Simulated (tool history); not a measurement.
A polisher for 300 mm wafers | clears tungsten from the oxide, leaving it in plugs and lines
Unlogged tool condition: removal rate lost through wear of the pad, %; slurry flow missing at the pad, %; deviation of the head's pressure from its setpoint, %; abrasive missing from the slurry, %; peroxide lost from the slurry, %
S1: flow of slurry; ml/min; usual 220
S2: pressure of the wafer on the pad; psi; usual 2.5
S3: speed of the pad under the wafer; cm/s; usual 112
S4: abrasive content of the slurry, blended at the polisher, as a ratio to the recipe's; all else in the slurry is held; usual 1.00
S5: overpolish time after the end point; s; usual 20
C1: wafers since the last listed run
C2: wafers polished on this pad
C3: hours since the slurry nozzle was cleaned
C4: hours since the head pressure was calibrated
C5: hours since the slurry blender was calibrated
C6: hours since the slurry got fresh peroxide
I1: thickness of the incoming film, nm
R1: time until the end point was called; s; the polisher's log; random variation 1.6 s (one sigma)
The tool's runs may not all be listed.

run 1 day=0.000 | S1=160 S2=2.5 S3=112 S4=1.00 S5=20 | C1=0 C2=835 C3=361.0 C4=570.2 C5=561.1 C6=504.2 | I1=383.7 | R1=115.2
-- day=2.808 slurry tank refilled with fresh slurry and peroxide
run 2 day=4.225 | S1=160 S2=2.5 S3=112 S4=1.00 S5=20 | C1=581 C2=1417 C3=462.4 C4=671.6 C5=662.5 C6=34.0 | I1=387.1 | R1=118.3
run 3 day=5.908 | S1=160 S2=2.5 S3=112 S4=1.00 S5=20 | C1=234 C2=1651 C3=502.8 C4=712.0 C5=702.9 C6=74.4 | I1=390.7 | R1=122.4
-- day=6.517 head pressure recalibrated
-- day=6.700 slurry blender recalibrated
run 4 day=8.946 | S1=220 S2=2.5 S3=112 S4=1.00 S5=26 | C1=399 C2=2050 C3=575.7 C4=58.3 C5=53.9 C6=147.3 | I1=388.9 | R1=109.4
-- day=10.158 slurry nozzle cleaned
run 5 day=13.462 | S1=220 S2=3.1 S3=112 S4=1.00 S5=20 | C1=622 C2=2672 C3=79.3 C4=166.7 C5=162.3 C6=255.7 | I1=389.3 | R1=96.2
run 6 day=15.592 | S1=220 S2=2.9 S3=112 S4=1.00 S5=20 | C1=295 C2=2968 C3=130.4 C4=217.8 C5=213.4 C6=306.8 | I1=388.7 | R1=99.1
run 7 day=17.267 | S1=290 S2=3.3 S3=112 S4=1.00 S5=20 | C1=232 C2=3201 C3=170.6 C4=258.0 C5=253.6 C6=347.0 | I1=381.8 | R1=86.0
-- day=20.767 worn pad replaced by a new one
run 8 day=21.050 | S1=290 S2=2.5 S3=102 S4=1.00 S5=14 | C1=502 C2=39 C3=261.4 C4=348.8 C5=344.4 C6=437.8 | I1=384.6 | R1=114.7
run 9 day=22.654 | S1=150 S2=2.5 S3=112 S4=1.00 S5=31 | C1=223 C2=262 C3=299.9 C4=387.3 C5=382.9 C6=476.3 | I1=385.5 | R1=116.8
-- day=27.096 slurry tank refilled with fresh slurry and peroxide
run 10 day=27.125 | S1=220 S2=2.5 S3=104 S4=1.00 S5=16 | C1=615 C2=877 C3=407.2 C4=494.6 C5=490.2 C6=0.7 | I1=397.5 | R1=121.0
run 11 day=30.888 | S1=220 S2=2.5 S3=112 S4=1.00 S5=20 | C1=523 C2=1400 C3=497.5 C4=584.9 C5=580.5 C6=91.0 | I1=389.3 | R1=115.1
run 12 day=32.617 | S1=195 S2=2.5 S3=112 S4=1.00 S5=17 | C1=240 C2=1641 C3=539.0 C4=626.4 C5=622.0 C6=132.5 | I1=389.7 | R1=112.3
-- day=34.283 slurry blender recalibrated
run 13 day=35.258 | S1=220 S2=2.5 S3=112 S4=1.00 S5=20 | C1=355 C2=1996 C3=602.4 C4=689.8 C5=23.4 C6=195.9 | I1=391.2 | R1=106.9
run 14 day=37.488 | S1=220 S2=2.5 S3=112 S4=1.00 S5=20 | C1=309 C2=2306 C3=655.9 C4=743.3 C5=76.9 C6=249.4 | I1=389.7 | R1=107.4
-- day=38.246 slurry nozzle cleaned
-- day=39.150 head pressure recalibrated
run 15 day=41.267 | S1=220 S2=3.1 S3=152 S4=1.00 S5=20 | C1=507 C2=2814 C3=72.5 C4=50.8 C5=167.6 C6=340.1 | I1=392.7 | R1=72.0
run 16 day=45.142 | S1=220 S2=3.3 S3=112 S4=1.00 S5=29 | C1=538 C2=3353 C3=165.5 C4=143.8 C5=260.6 C6=433.1 | I1=392.7 | R1=93.3
-- day=45.683 worn pad replaced by a new one
run 17 day=46.975 | S1=265 S2=2.0 S3=90 S4=1.00 S5=20 | C1=231 C2=179 C3=209.5 C4=187.8 C5=304.6 C6=477.1 | I1=391.7 | R1=152.1
run 18 day=50.871 | S1=220 S2=2.5 S3=78 S4=1.00 S5=29 | C1=541 C2=721 C3=303.0 C4=281.3 C5=398.1 C6=570.6 | I1=390.0 | R1=157.5
run 19 day=53.458 | S1=220 S2=2.5 S3=112 S4=1.00 S5=20 | C1=359 C2=1080 C3=365.1 C4=343.4 C5=460.2 C6=632.7 | I1=397.3 | R1=112.8
-- day=53.875 slurry tank refilled with fresh slurry and peroxide
run 20 day=56.854 | S1=220 S2=2.5 S3=112 S4=0.85 S5=20 | C1=466 C2=1547 C3=446.6 C4=424.9 C5=541.7 C6=71.5 | I1=386.2 | R1=112.2
run 21 day=59.004 | S1=220 S2=2.5 S3=112 S4=1.00 S5=20 | C1=298 C2=1845 C3=498.2 C4=476.5 C5=593.3 C6=123.1 | I1=389.8 | R1=113.8
-- day=59.158 slurry blender recalibrated
run 22 day=60.708 | S1=270 S2=1.8 S3=112 S4=1.00 S5=23 | C1=225 C2=2071 C3=539.1 C4=517.4 C5=37.2 C6=164.0 | I1=385.5 | R1=127.0
-- day=63.925 slurry nozzle cleaned
run 23 day=64.246 | S1=220 S2=2.5 S3=88 S4=1.00 S5=20 | C1=485 C2=2557 C3=7.7 C4=602.3 C5=122.1 C6=248.9 | I1=388.9 | R1=134.8
run 24 day=65.958 | S1=220 S2=2.5 S3=112 S4=1.00 S5=20 | C1=238 C2=2795 C3=48.8 C4=643.4 C5=163.2 C6=290.0 | I1=389.9 | R1=110.6
run 25 day=68.208 | S1=220 S2=2.5 S3=112 S4=1.00 S5=20 | C1=312 C2=3108 C3=102.8 C4=697.4 C5=217.2 C6=344.0 | I1=386.1 | R1=107.1

What if the next run were any one of these 5? Each begins from the tool's condition after run 25:
run A day=68.229 | S1=220 S2=2.5 S3=112 S4=1.00 S5=20 | C1=2 C2=3111 C3=103.3 C4=697.9 C5=217.7 C6=344.5 | I1=387.0 | R1=?
run B day=68.229 | S1=220 S2=2.5 S3=112 S4=0.80 S5=20 | C1=2 C2=3111 C3=103.3 C4=697.9 C5=217.7 C6=344.5 | I1=387.0 | R1=?
run C day=68.229 | S1=220 S2=2.5 S3=72 S4=1.00 S5=20 | C1=2 C2=3111 C3=103.3 C4=697.9 C5=217.7 C6=344.5 | I1=387.0 | R1=?
run D day=68.229 | S1=160 S2=2.5 S3=142 S4=1.00 S5=20 | C1=2 C2=3111 C3=103.3 C4=697.9 C5=217.7 C6=344.5 | I1=387.0 | R1=?
run E day=68.229 | S1=170 S2=3.1 S3=112 S4=0.90 S5=20 | C1=2 C2=3111 C3=103.3 C4=697.9 C5=217.7 C6=344.5 | I1=387.0 | R1=?

run=A R1=105.8
run=B R1=109.7
run=C R1=164.6
run=D R1=87.6
run=E R1=97.8
Stripped of hidden state, with their random variation kept, the same runs would have yielded:
run=A R1=104.4
run=B R1=108.3
run=C R1=162.4
run=D R1=86.5
run=E R1=96.5
